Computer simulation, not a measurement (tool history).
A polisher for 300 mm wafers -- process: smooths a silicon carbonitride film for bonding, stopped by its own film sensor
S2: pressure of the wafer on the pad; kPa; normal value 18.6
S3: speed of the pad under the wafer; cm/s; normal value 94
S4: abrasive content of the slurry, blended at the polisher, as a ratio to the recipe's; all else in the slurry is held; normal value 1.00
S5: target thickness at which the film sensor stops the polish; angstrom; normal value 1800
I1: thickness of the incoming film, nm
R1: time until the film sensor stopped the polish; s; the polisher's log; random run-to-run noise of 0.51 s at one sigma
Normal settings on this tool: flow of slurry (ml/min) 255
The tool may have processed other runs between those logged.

Run 1, hour 0.0: usual settings; I1 198.3. Result: R1 53.4 s.
Run 2, hour 9.7: usual settings; I1 196.9. Result: R1 50.3 s.
Run 3, hour 23.0: usual settings; I1 197.2. Result: R1 50.3 s.
Run 4, hour 36.8: usual settings; I1 202.4. Result: R1 65.9 s.
Run 5, hour 53.8: usual settings but S5 1840 angstrom; I1 198.3. Result: R1 42.0 s.
Run 6, hour 68.4: usual settings but flow of slurry (ml/min) 230; I1 200.7. Result: R1 62.3 s.
At hour 100.4: worn pad replaced by a new one.
Run 7, hour 104.2: usual settings but flow of slurry (ml/min) 230; I1 200.2. Result: R1 56.8 s.
Run 8, hour 120.3: usual settings; I1 201.0. Result: R1 59.5 s.
Run 9, hour 134.5: usual settings; I1 197.8. Result: R1 52.1 s.
Run 10, hour 145.5: usual settings but flow of slurry (ml/min) 235, S3 76 cm/s; I1 199.7. Result: R1 68.8 s.
Run 11, hour 196.0: usual settings but S3 110 cm/s; I1 203.0. Result: R1 60.1 s.
Run 12, hour 205.4: usual settings; I1 196.6. Result: R1 49.4 s.
Run 13, hour 211.7: usual settings but flow of slurry (ml/min) 215, S4 1.25; I1 197.3. Result: R1 49.4 s.
Run 14, hour 224.7: usual settings but S3 112 cm/s, S4 0.70; I1 197.7. Result: R1 52.5 s.
At hour 231.8: head pressure recalibrated.
At hour 233.2: worn pad replaced by a new one.
Run 15, hour 234.9: usual settings but S2 13.1 kPa, S3 78 cm/s; I1 197.3. Result: R1 79.9 s.
At hour 245.3: slurry nozzle cleaned.
Run 16, hour 247.8: usual settings but S5 1750 angstrom; I1 202.3. Result: R1 76.9 s.
Run 17, hour 265.1: usual settings but flow of slurry (ml/min) 340, S3 106 cm/s, S4 0.75, S5 1830 angstrom; I1 200.6. Result: R1 50.5 s.
Run 18, hour 271.3: usual settings but flow of slurry (ml/min) 340, S4 0.70, S5 1760 angstrom; I1 198.2. Result: R1 72.1 s.
Run 19, hour 282.5: usual settings but flow of slurry (ml/min) 325, S3 102 cm/s; I1 202.3. Result: R1 59.5 s.
Run 20, hour 290.7: usual settings but S4 0.75, S5 1820 angstrom; I1 197.6. Result: R1 50.7 s.
Run 21, hour 306.1: usual settings but S2 23.4 kPa, S3 114 cm/s, S4 1.10; I1 201.0. Result: R1 41.3 s.
At hour 320.0: slurry blender recalibrated.
Run 22, hour 320.6: usual settings but S2 15.9 kPa; I1 202.8. Result: R1 80.6 s.
Run 23, hour 330.8: usual settings but S4 1.15, S5 1850 angstrom; I1 200.3. Result: R1 43.6 s.
Run 24, hour 341.6: usual settings but S3 110 cm/s; I1 198.6. Result: R1 49.3 s.
Run 25, hour 353.4: usual settings but S2 21.4 kPa, S4 0.80; I1 200.4. Result: R1 57.9 s.
At hour 360.2: worn pad replaced by a new one.
Run 26, hour 369.6: usual settings; I1 203.5. Result: R1 66.4 s.
Run 27, hour 380.5: usual settings; I1 203.1. Result: R1 65.8 s.
Run 28, hour 397.5: usual settings but S3 116 cm/s, S4 0.85; I1 200.9. Result: R1 54.6 s.
Run 29, hour 403.7: usual settings; I1 201.8. Result: R1 63.0 s.
Run 30, hour 415.5: usual settings but flow of slurry (ml/min) 315; I1 201.7. Result: R1 63.4 s.

Hidden state, per run?
slurry flow missing at the pad, %: 0 in every run
deviation of the head's pressure from its setpoint, %: 0 in every run
abrasive missing from the slurry, %: 0 in every run
H1: removal rate lost through wear of the pad, %
run     H1
  1    3.8
  2    4.4
  3   5.04
  4   5.51
  5   5.92
  6   6.16
  7  0.874
  8   2.76
  9   3.92
 10   4.59
 11   6.15
 12   6.29
 13   6.36
 14   6.49
 15  0.871
 16   2.52
 17   4.07
 18   4.49
 19    5.1
 20   5.46
 21   5.97
 22   6.31
 23   6.48
 24   6.63
 25   6.75
 26   1.32
 27   2.51
 28   3.84
 29   4.21
 30   4.77
